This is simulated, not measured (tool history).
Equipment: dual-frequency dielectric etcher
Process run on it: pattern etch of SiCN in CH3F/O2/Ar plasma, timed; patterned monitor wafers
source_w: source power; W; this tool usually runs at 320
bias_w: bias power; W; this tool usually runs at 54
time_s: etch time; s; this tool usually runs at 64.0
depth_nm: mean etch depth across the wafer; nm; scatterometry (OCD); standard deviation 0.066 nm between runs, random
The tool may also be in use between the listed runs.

run,hour,source_w,bias_w,time_s,"read-back reference wafer on the same gauge, depth_nm",depth_nm
1,0.0,320,54,64.0,16.71,19.93
2,1.8,320,61,49.0,16.71,15.68
3,20.9,320,61,49.0,16.69,15.69
4,40.4,320,54,64.0,16.71,19.83
5,53.1,270,54,54.0,16.72,15.26
6,82.8,270,54,54.0,16.71,15.38
7,99.7,270,54,54.0,16.69,15.23
8,124.3,370,54,64.0,16.70,21.54
9,145.7,370,54,64.0,16.69,21.54
# hour 156.8: source power generator calibrated
10,164.7,370,54,64.0,16.68,21.64
11,185.3,320,54,64.0,16.70,20.09
12,218.1,360,62,64.0,16.70,21.94
# hour 252.0: upper electrode replaced
13,252.5,320,42,47.0,16.71,14.10
14,256.1,320,54,64.0,16.71,20.09
15,286.0,320,41,64.0,16.71,19.21
16,298.5,280,40,53.0,16.70,14.67

Expected results for the next run?
17,338.5,300,54,69.5,?,?

Run 17 measured read-back reference wafer on the same gauge, depth_nm 16.70, depth_nm 21.12 nm.
With the hidden condition absent and the run-to-run variation left alone, this run would have shown depth_nm 20.73 nm.
